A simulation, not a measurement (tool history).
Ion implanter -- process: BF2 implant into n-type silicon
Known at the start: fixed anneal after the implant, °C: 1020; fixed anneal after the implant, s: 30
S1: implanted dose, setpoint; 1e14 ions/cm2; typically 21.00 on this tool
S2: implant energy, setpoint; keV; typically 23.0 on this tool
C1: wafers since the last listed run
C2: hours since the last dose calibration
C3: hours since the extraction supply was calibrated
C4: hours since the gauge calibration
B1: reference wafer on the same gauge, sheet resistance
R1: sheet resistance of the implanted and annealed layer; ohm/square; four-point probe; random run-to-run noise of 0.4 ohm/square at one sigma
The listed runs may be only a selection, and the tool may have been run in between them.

run 1 hour=0.0 | S1=17.39 S2=23.0 | C1=0 C2=607.2 C3=395.8 C4=950.4 | B1=114.87 | R1=141.94
run 2 hour=93.6 | S1=17.39 S2=23.0 | C1=1483 C2=700.8 C3=489.4 C4=1044.0 | B1=114.93 | R1=142.09
run 3 hour=171.5 | S1=17.39 S2=23.0 | C1=1234 C2=778.7 C3=567.3 C4=1121.9 | B1=115.01 | R1=141.10
-- hour=254.0 Faraday cup replaced and dose calibrated
run 4 hour=415.8 | S1=21.00 S2=17.0 | C1=3746 C2=161.8 C3=811.6 C4=1366.2 | B1=115.03 | R1=154.01
run 5 hour=523.5 | S1=16.18 S2=23.0 | C1=1707 C2=269.5 C3=919.3 C4=1473.9 | B1=114.98 | R1=142.81
run 6 hour=614.5 | S1=16.98 S2=23.0 | C1=1442 C2=360.5 C3=1010.3 C4=1564.9 | B1=114.82 | R1=142.84
run 7 hour=705.0 | S1=21.00 S2=23.0 | C1=1434 C2=451.0 C3=1100.8 C4=1655.4 | B1=114.95 | R1=138.75
run 8 hour=771.6 | S1=24.14 S2=23.0 | C1=1055 C2=517.6 C3=1167.4 C4=1722.0 | B1=115.11 | R1=137.24
run 9 hour=839.7 | S1=21.00 S2=18.5 | C1=1079 C2=585.7 C3=1235.5 C4=1790.1 | B1=114.78 | R1=149.99
run 10 hour=918.0 | S1=21.00 S2=18.5 | C1=1241 C2=664.0 C3=1313.8 C4=1868.4 | B1=115.14 | R1=149.50
run 11 hour=996.8 | S1=21.00 S2=18.5 | C1=1249 C2=742.8 C3=1392.6 C4=1947.2 | B1=115.03 | R1=150.27
-- hour=1083.6 Faraday cup replaced and dose calibrated
run 12 hour=1101.1 | S1=23.35 S2=18.5 | C1=1526 C2=17.5 C3=1496.9 C4=2051.5 | B1=114.85 | R1=147.95
run 13 hour=1151.9 | S1=23.35 S2=18.5 | C1=805 C2=68.3 C3=1547.7 C4=2102.3 | B1=114.94 | R1=147.85
run 14 hour=1244.0 | S1=14.81 S2=20.5 | C1=1460 C2=160.4 C3=1639.8 C4=2194.4 | B1=115.00 | R1=151.30
run 15 hour=1340.4 | S1=21.00 S2=23.0 | C1=1528 C2=256.8 C3=1736.2 C4=2290.8 | B1=115.12 | R1=137.84
run 16 hour=1599.6 | S1=23.28 S2=15.0 | C1=4109 C2=516.0 C3=1995.4 C4=2550.0 | B1=114.90 | R1=158.08
-- hour=1643.8 extraction supply calibrated
run 17 hour=1701.9 | S1=21.00 S2=23.0 | C1=1494 C2=618.3 C3=58.1 C4=2652.3 | B1=114.91 | R1=137.54
-- hour=1705.4 gauge calibrated
run 18 hour=1789.8 | S1=18.57 S2=23.0 | C1=1393 C2=706.2 C3=146.0 C4=84.4 | B1=114.99 | R1=138.65
run 19 hour=1880.9 | S1=26.20 S2=27.5 | C1=1444 C2=797.3 C3=237.1 C4=175.5 | B1=115.01 | R1=125.23
-- hour=1898.0 Faraday cup replaced and dose calibrated
run 20 hour=1935.8 | S1=21.00 S2=23.0 | C1=743 C2=37.8 C3=292.0 C4=230.4 | B1=114.92 | R1=136.89
run 21 hour=1988.6 | S1=16.18 S2=23.0 | C1=837 C2=90.6 C3=344.8 C4=283.2 | B1=115.15 | R1=141.16
run 22 hour=2219.8 | S1=23.37 S2=29.5 | C1=3665 C2=321.8 C3=576.0 C4=514.4 | B1=115.09 | R1=122.74
-- hour=2267.1 extraction supply calibrated, repeated, since the last time left the tool worse
run 23 hour=2279.4 | S1=17.53 S2=28.5 | C1=818 C2=381.4 C3=12.3 C4=574.0 | B1=115.02 | R1=131.78
run 24 hour=2376.2 | S1=25.23 S2=26.0 | C1=1534 C2=478.2 C3=109.1 C4=670.8 | B1=115.13 | R1=131.09
run 25 hour=2454.4 | S1=18.38 S2=29.0 | C1=1239 C2=556.4 C3=187.3 C4=749.0 | B1=114.97 | R1=129.74
run 26 hour=2533.0 | S1=23.83 S2=23.0 | C1=1246 C2=635.0 C3=265.9 C4=827.6 | B1=114.99 | R1=138.47
run 27 hour=2574.3 | S1=21.00 S2=25.0 | C1=654 C2=676.3 C3=307.2 C4=868.9 | B1=114.93 | R1=134.48

List, for all runs, the conditions of the tool that the log does not record:
deviation of the true dose from the Faraday cup's reading, %: 0 at every run
gauge reads high (%): 0 at every run
H1: deviation of the true energy from its setpoint, %
run=1 H1=0.232
run=2 H1=0.276
run=3 H1=0.32
run=4 H1=0.499
run=5 H1=0.598
run=6 H1=0.691
run=7 H1=0.793
run=8 H1=0.873
run=9 H1=0.96
run=10 H1=1.07
run=11 H1=1.18
run=12 H1=1.34
run=13 H1=1.42
run=14 H1=1.58
run=15 H1=1.75
run=16 H1=2.27
run=17 H1=5
run=18 H1=5.01
run=19 H1=5.03
run=20 H1=5.04
run=21 H1=5.06
run=22 H1=5.17
run=23 H1=-0.24
run=24 H1=-0.234
run=25 H1=-0.222
run=26 H1=-0.203
run=27 H1=-0.19
